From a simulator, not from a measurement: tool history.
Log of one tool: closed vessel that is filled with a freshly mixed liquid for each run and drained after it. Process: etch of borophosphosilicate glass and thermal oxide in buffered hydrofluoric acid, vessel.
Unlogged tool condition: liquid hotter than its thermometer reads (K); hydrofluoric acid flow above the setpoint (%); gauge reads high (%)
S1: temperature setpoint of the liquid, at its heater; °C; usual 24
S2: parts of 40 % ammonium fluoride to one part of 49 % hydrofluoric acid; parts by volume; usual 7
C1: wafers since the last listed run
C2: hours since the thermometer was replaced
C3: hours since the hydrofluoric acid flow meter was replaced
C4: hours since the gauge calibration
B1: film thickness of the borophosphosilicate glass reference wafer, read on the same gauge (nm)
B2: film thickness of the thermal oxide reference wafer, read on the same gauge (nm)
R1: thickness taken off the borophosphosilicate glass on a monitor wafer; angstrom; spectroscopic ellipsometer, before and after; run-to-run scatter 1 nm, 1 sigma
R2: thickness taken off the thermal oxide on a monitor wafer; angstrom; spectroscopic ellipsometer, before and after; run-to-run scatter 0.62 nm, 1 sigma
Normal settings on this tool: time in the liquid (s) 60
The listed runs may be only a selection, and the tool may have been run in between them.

run 1 day=0 | S1=24 S2=7 time_in_the_liquid_(s)=60 | C1=0 C2=679.8 C3=1933 C4=706.7 | B1=80 B2=149.99 | R1=1227.2 R2=981.6
run 2 day=1.533 | S1=24 S2=7 time_in_the_liquid_(s)=60 | C1=2602 C2=716.6 C3=1969.8 C4=743.5 | B1=79.95 B2=150.01 | R1=1234.7 R2=979.6
run 3 day=2.862 | S1=24 S2=7 time_in_the_liquid_(s)=60 | C1=2256 C2=748.5 C3=2001.7 C4=775.4 | B1=80 B2=149.99 | R1=1213.1 R2=973.1
run 4 day=4.554 | S1=24 S2=7 time_in_the_liquid_(s)=60 | C1=2871 C2=789.1 C3=2042.3 C4=816 | B1=80.06 B2=150.01 | R1=1227.5 R2=974.4
run 5 day=5.95 | S1=24 S2=7 time_in_the_liquid_(s)=60 | C1=2369 C2=822.6 C3=2075.8 C4=849.5 | B1=79.97 B2=149.97 | R1=1233.7 R2=975.9
run 6 day=8.054 | S1=24 S2=9 time_in_the_liquid_(s)=60 | C1=3571 C2=873.1 C3=2126.3 C4=900 | B1=79.99 B2=149.99 | R1=937.9 R2=744
run 7 day=9.517 | S1=28.5 S2=9.5 time_in_the_liquid_(s)=80 | C1=2482 C2=908.2 C3=2161.4 C4=935.1 | B1=79.98 B2=149.98 | R1=1524.4 R2=1225.3
run 8 day=10.562 | S1=19.5 S2=7 time_in_the_liquid_(s)=60 | C1=1775 C2=933.3 C3=2186.5 C4=960.2 | B1=79.97 B2=149.99 | R1=977.5 R2=761.3
run 9 day=13.133 | S1=21 S2=6 time_in_the_liquid_(s)=60 | C1=4363 C2=995 C3=2248.2 C4=1021.9 | B1=79.97 B2=150.02 | R1=1208.1 R2=936
run 10 day=14.475 | S1=28 S2=8.5 time_in_the_liquid_(s)=60 | C1=2277 C2=1027.2 C3=2280.4 C4=1054.1 | B1=80.02 B2=150.04 | R1=1229.4 R2=986.6
run 11 day=15.758 | S1=21 S2=6 time_in_the_liquid_(s)=60 | C1=2178 C2=1058 C3=2311.2 C4=1084.9 | B1=79.96 B2=150.02 | R1=1186.6 R2=952.4
-- day=18.158 thermometer replaced
run 12 day=18.733 | S1=24 S2=7 time_in_the_liquid_(s)=60 | C1=4979 C2=13.8 C3=2382.6 C4=1156.3 | B1=80 B2=150.03 | R1=1220.1 R2=980.7
run 13 day=21.042 | S1=20 S2=5 time_in_the_liquid_(s)=30 | C1=3918 C2=69.2 C3=2438 C4=1211.7 | B1=80.01 B2=150.04 | R1=656.2 R2=524.1
-- day=21.596 hydrofluoric acid flow meter replaced
run 14 day=22.517 | S1=20.5 S2=5.5 time_in_the_liquid_(s)=60 | C1=2433 C2=104.6 C3=22.1 C4=1247.1 | B1=79.96 B2=149.99 | R1=1249.4 R2=986.5
run 15 day=24.458 | S1=20.5 S2=7 time_in_the_liquid_(s)=40 | C1=3295 C2=151.2 C3=68.7 C4=1293.7 | B1=80 B2=150 | R1=669 R2=541.6
run 16 day=26.233 | S1=19.5 S2=9 time_in_the_liquid_(s)=95 | C1=3013 C2=193.8 C3=111.3 C4=1336.3 | B1=79.93 B2=150 | R1=1147.9 R2=915.9
run 17 day=29.1 | S1=24 S2=7 time_in_the_liquid_(s)=80 | C1=4866 C2=262.6 C3=180.1 C4=1405.1 | B1=80.03 B2=150 | R1=1606.9 R2=1303.4
-- day=30.108 gauge calibrated
run 18 day=30.142 | S1=24 S2=7 time_in_the_liquid_(s)=60 | C1=1768 C2=287.6 C3=205.1 C4=0.8 | B1=79.98 B2=150 | R1=1227.6 R2=976.5
run 19 day=33.033 | S1=22 S2=6 time_in_the_liquid_(s)=60 | C1=4908 C2=357 C3=274.5 C4=70.2 | B1=80 B2=149.98 | R1=1270.6 R2=989.9
run 20 day=35.471 | S1=24 S2=7 time_in_the_liquid_(s)=60 | C1=4137 C2=415.5 C3=333 C4=128.7 | B1=79.93 B2=150.02 | R1=1238 R2=985
run 21 day=36.938 | S1=24 S2=7 time_in_the_liquid_(s)=95 | C1=2489 C2=450.7 C3=368.2 C4=163.9 | B1=79.96 B2=149.98 | R1=1946.2 R2=1551.1
run 22 day=38.033 | S1=19 S2=7 time_in_the_liquid_(s)=45 | C1=1860 C2=477 C3=394.5 C4=190.2 | B1=79.98 B2=150.01 | R1=701.6 R2=553.9
run 23 day=40.917 | S1=22.5 S2=7 time_in_the_liquid_(s)=30 | C1=4894 C2=546.2 C3=463.7 C4=259.4 | B1=80.01 B2=150.01 | R1=559.1 R2=453
run 24 day=43.838 | S1=19.5 S2=5 time_in_the_liquid_(s)=60 | C1=4958 C2=616.3 C3=533.8 C4=329.5 | B1=80.02 B2=150 | R1=1281.7 R2=1008
run 25 day=45.862 | S1=19 S2=9.5 time_in_the_liquid_(s)=45 | C1=3437 C2=664.9 C3=582.4 C4=378.1 | B1=80.01 B2=149.97 | R1=506.9 R2=411.3
run 26 day=47.621 | S1=25.5 S2=5 time_in_the_liquid_(s)=60 | C1=2984 C2=707.1 C3=624.6 C4=420.3 | B1=80.05 B2=149.98 | R1=1803.8 R2=1401.9

State the hidden condition of the tool at each of the runs:
liquid hotter than its thermometer reads (K): 0 on each run
hydrofluoric acid flow above the setpoint (%): 0 on each run
gauge reads high (%): 0 on each run
